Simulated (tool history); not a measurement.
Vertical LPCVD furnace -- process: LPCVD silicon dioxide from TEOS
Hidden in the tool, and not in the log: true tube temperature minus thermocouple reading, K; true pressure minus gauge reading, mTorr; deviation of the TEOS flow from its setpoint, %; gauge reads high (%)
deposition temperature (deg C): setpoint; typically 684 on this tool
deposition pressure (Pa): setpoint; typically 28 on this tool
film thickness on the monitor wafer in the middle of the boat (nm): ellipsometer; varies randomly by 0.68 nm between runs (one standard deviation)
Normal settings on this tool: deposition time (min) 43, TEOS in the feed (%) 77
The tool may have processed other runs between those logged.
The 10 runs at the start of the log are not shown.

run    hour  deposition temperature (deg C)  deposition pressure (Pa)  deposition time (min)  TEOS in the feed (%)  wafers since the last listed run  hours since the last temperature calibration  hours since the pressure gauge was zeroed  hours since the TEOS flow controller was replaced  hours since the gauge calibration  read-back reference wafer on the same gauge, thickness  film thickness on the monitor wafer in the middle of the boat (nm)
 11   776.3                             678                        28                     43                    77                               711                                        2349.3                                     1499.8                                             6104.9                             2509.8                                                  223.97                                                              165.42
 12   883.7                             678                        28                     43                    77                               853                                        2456.7                                     1607.2                                             6212.3                             2617.2                                                  224.23                                                              165.45
      936.3  -- TEOS flow controller replaced
 13   936.8                             684                        28                     43                    77                               231                                        2509.8                                     1660.3                                                0.5                             2670.3                                                  223.89                                                              192.02
 14   997.7                             684                        28                     43                    77                               483                                        2570.7                                     1721.2                                               61.4                             2731.2                                                  223.69                                                              191.85
 15  1045.8                             684                        28                     43                    77                               382                                        2618.8                                     1769.3                                              109.5                             2779.3                                                  224.06                                                              192.63
     1118.6  -- pressure gauge zeroed
 16  1119.1                             684                        28                   28.5                    77                               391                                        2692.1                                        0.5                                              182.8                             2852.6                                                  223.94                                                              124.11
 17  1152.2                             684                        28                   31.5                    77                               263                                        2725.2                                       33.6                                              215.9                             2885.7                                                  224.22                                                              138.07
 18    1249                             679                        28                     28                    77                               769                                          2822                                      130.4                                              312.7                             2982.5                                                  223.85                                                              109.59
     1329.3  -- gauge calibrated
 19  1344.5                             684                        28                     57                    77                               758                                        2917.5                                      225.9                                              408.2                               15.2                                                  224.13                                                              251.44
 20  1397.4                             694                      22.7                   35.5                    66                               420                                        2970.4                                      278.8                                              461.1                               68.1                                                  223.93                                                              167.03
 21  1504.2                             691                      32.7                     43                    77                               848                                        3077.2                                      385.6                                              567.9                              174.9                                                  223.95                                                               240.9
 22  1558.8                             681                        28                     43                    77                               433                                        3131.8                                      440.2                                              622.5                              229.5                                                  223.81                                                              177.08
 23  1597.5                             684                        28                     37                    86                               307                                        3170.5                                      478.9                                              661.2                              268.2                                                  223.77                                                               173.5
 24  1667.6                             684                        28                     43                    77                               557                                        3240.6                                        549                                              731.3                              338.3                                                  224.09                                                               190.7
     1757.6  -- thermocouples replaced and temperature profile calibrated
 25  1894.9                             684                        28                     43                    77                              1615                                         137.3                                      776.3                                              958.6                              565.6                                                  224.05                                                              190.66
 26  1998.6                             684                        28                     43                    77                               824                                           241                                        880                                             1062.3                              669.3                                                  224.23                                                              191.57
 27  2092.5                             679                        28                     28                    77                               746                                         334.9                                      973.9                                             1156.2                              763.2                                                  223.89                                                               110.7
 28  2176.8                             678                      30.7                     43                    72                               669                                         419.2                                     1058.2                                             1240.5                              847.5                                                  223.83                                                              167.08
 29  2398.5                             676                      24.7                   52.5                    68                              1761                                         640.9                                     1279.9                                             1462.2                             1069.2                                                  223.96                                                              170.16
 30  2621.7                             684                        28                     43                    77                              1773                                         864.1                                     1503.1                                             1685.4                             1292.4                                                  223.88                                                              191.91

Each row is a separate what-if for the run after 30, all from the same tool condition, not one after another. Results?
  A  2626.5                             684                        28                   33.5                    77                                38                                         868.9                                     1507.9                                             1690.2                             1297.2                                                       ?                                                                   ?
  B  2626.5                             684                        34                   48.5                    85                                38                                         868.9                                     1507.9                                             1690.2                             1297.2                                                       ?                                                                   ?
  C  2626.5                             684                        28                     43                    86                                38                                         868.9                                     1507.9                                             1690.2                             1297.2                                                       ?                                                                   ?
  D  2626.5                             695                      24.7                   59.5                    77                                38                                         868.9                                     1507.9                                             1690.2                             1297.2                                                       ?                                                                   ?

run  read-back reference wafer on the same gauge, thickness  film thickness on the monitor wafer in the middle of the boat (nm)
  A                                                  224.09                                                              150.36
  B                                                  224.09                                                              250.97
  C                                                  224.09                                                              203.96
  D                                                  224.09                                                              326.61
What these runs would have given with no unlogged condition in the tool:
run  film thickness on the monitor wafer in the middle of the boat (nm)
  A                                                              146.76
  B                                                                 246
  C                                                              199.09
  D                                                              317.79
